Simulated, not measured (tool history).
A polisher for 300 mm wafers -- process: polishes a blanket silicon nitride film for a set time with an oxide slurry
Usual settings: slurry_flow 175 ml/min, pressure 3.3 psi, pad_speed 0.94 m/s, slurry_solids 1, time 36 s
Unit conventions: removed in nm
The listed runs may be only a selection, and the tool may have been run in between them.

run   hour  slurry_flow  pressure  pad_speed  slurry_solids  time  wafers since the last listed run  wafers polished on this pad  hours since the slurry nozzle was cleaned  hours since the head pressure was calibrated  hours since the slurry blender was calibrated  hours since the conditioning disc was replaced  incoming thickness of the incoming film, nm  removed
  1      0          175       3.3       0.94              1    28                                 0                         1158                                        262                                          31.8                                          202.8                                           182.8                                        370.3       13
  2   16.8          175       3.3       0.94              1    28                               300                         1459                                      278.8                                          48.6                                          219.6                                           199.6                                        376.9     13.2
  3   44.5          175       3.3       0.94              1    36                               495                         1954                                      306.5                                          76.3                                          247.3                                           227.3                                        375.7     16.7
      51.3  -- slurry blender recalibrated
      68.7  -- conditioning disc replaced and pad reconditioned
  4  126.7          175       3.3       0.94              1    36                              1399                         3353                                      388.7                                         158.5                                           75.4                                              58                                        373.7     16.8
       154  -- worn pad replaced by a new one
  5  156.2          175       3.3       0.94              1    40                               456                           38                                      418.2                                           188                                          104.9                                            87.5                                        371.5     18.6
  6  170.9          175       3.3       0.94              1    42                               262                          301                                      432.9                                         202.7                                          119.6                                           102.2                                        366.3     19.8
  7  206.2          140       3.3       1.12              1    26                               631                          933                                      468.2                                           238                                          154.9                                           137.5                                        371.4       13
  8  220.5          130       2.2        0.8              1    24                               255                         1188                                      482.5                                         252.3                                          169.2                                           151.8                                        372.2      6.1
     245.9  -- slurry blender recalibrated
  9  246.4          195       3.3       0.94           0.85    45                               427                         1616                                      508.4                                         278.2                                            0.5                                           177.7                                          367     20.8
 10    264          155       3.3       0.86           1.25    36                               314                         1931                                        526                                         295.8                                           18.1                                           195.3                                        363.9       19
 11  292.1          205       3.3       0.62            0.7    44                               502                         2434                                      554.1                                         323.9                                           46.2                                           223.4                                        375.7       11
 12  305.2          155         3       0.94            1.1    47                               234                         2668                                      567.2                                           337                                           59.3                                           236.5                                        362.6     21.7
     307.4  -- conditioning disc replaced and pad reconditioned
 13  324.2          175       4.3       0.94              1    36                               304                         2972                                      586.2                                           356                                           78.3                                            16.8                                        371.3     22.3
     339.9  -- worn pad replaced by a new one
     342.7  -- slurry nozzle cleaned
 14  347.7          175       3.3       0.94           0.85    48                               330                          120                                          5                                         379.5                                          101.8                                            40.3                                        373.3     19.7
 15    362          190       3.3       0.94            0.7    25                               255                          376                                       19.3                                         393.8                                          116.1                                            54.6                                        368.3        8
 16    387          175       3.3       0.94              1    36                               447                          824                                       44.3                                         418.8                                          141.1                                            79.6                                        367.5     17.1
 17  422.1          175       3.3       0.94              1    36                               627                         1452                                       79.4                                         453.9                                          176.2                                           114.7                                        368.2     16.7
     468.5  -- slurry blender recalibrated
 18  471.6          150       2.5       0.94              1    36                               849                         2301                                      128.9                                         503.4                                            3.1                                           164.2                                        375.6     13.4
     484.1  -- head pressure recalibrated
 19  489.1          205       3.8        0.8              1    36                               277                         2579                                      146.4                                             5                                           20.6                                           181.7                                        365.2     18.3
 20  514.8          175       3.8       0.94              1    36                               459                         3039                                      172.1                                          30.7                                           46.3                                           207.4                                        376.4     20.1
     539.4  -- worn pad replaced by a new one
 21  539.7          175       3.3       0.94              1    36                               373                            6                                        197                                          55.6                                           71.2                                           232.3                                        370.2     17.4
 22  555.6          175       3.3       0.94              1    28                               284                          290                                      212.9                                          71.5                                           87.1                                           248.2                                        367.5     13.1
     568.2  -- conditioning disc replaced and pad reconditioned
 23    590          230       3.6        1.2            1.3    36                               579                          870                                      247.3                                         105.9                                          121.5                                            21.8                                        370.5     27.7
 24  618.3          225       3.3       0.94           1.25    36                               506                         1376                                      275.6                                         134.2                                          149.8                                            50.1                                        372.9     20.2
 25  639.9          175       3.3       0.62           1.25    36                               386                         1763                                      297.2                                         155.8                                          171.4                                            71.7                                          363       14

Across each entry between runs, compare the hidden state at the last listed run before it with the hidden state at the first listed run after it:
Logged between run 3 and run 4: slurry blender recalibrated (hour 51.3); conditioning disc replaced and pad reconditioned (hour 68.7)
  abrasive missing from the slurry, %: 12.1 -> 9.84
  measured minus no-state result, removed: -1.8 -> -1.5 nm
Logged between run 4 and run 5: worn pad replaced by a new one (hour 154)
  abrasive missing from the slurry, %: 9.84 -> 11.3
  measured minus no-state result, removed: -1.5 -> -1.8 nm
Logged between run 8 and run 9: slurry blender recalibrated (hour 245.9)
  abrasive missing from the slurry, %: 13 -> 1.24
  measured minus no-state result, removed: -0.8 -> -0.2 nm
Logged between run 12 and run 13: conditioning disc replaced and pad reconditioned (hour 307.4)
  abrasive missing from the slurry, %: 7.76 -> 8.99
  measured minus no-state result, removed: -1.2 -> -1.7 nm
Logged between run 13 and run 14: worn pad replaced by a new one (hour 339.9); slurry nozzle cleaned (hour 342.7)
  abrasive missing from the slurry, %: 8.99 -> 10.1
  measured minus no-state result, removed: -1.7 -> -2 nm
Logged between run 17 and run 18: slurry blender recalibrated (hour 468.5)
  abrasive missing from the slurry, %: 12.1 -> 1.83
  measured minus no-state result, removed: -1.9 -> -0.2 nm
Logged between run 18 and run 19: head pressure recalibrated (hour 484.1)
  abrasive missing from the slurry, %: 1.83 -> 4.23
  measured minus no-state result, removed: -0.2 -> -0.6 nm
Logged between run 20 and run 21: worn pad replaced by a new one (hour 539.4)
  abrasive missing from the slurry, %: 6.89 -> 8.74
  measured minus no-state result, removed: -1.1 -> -1.3 nm
Logged between run 22 and run 23: conditioning disc replaced and pad reconditioned (hour 568.2)
  abrasive missing from the slurry, %: 9.63 -> 11
  measured minus no-state result, removed: -1.1 -> -2.1 nm
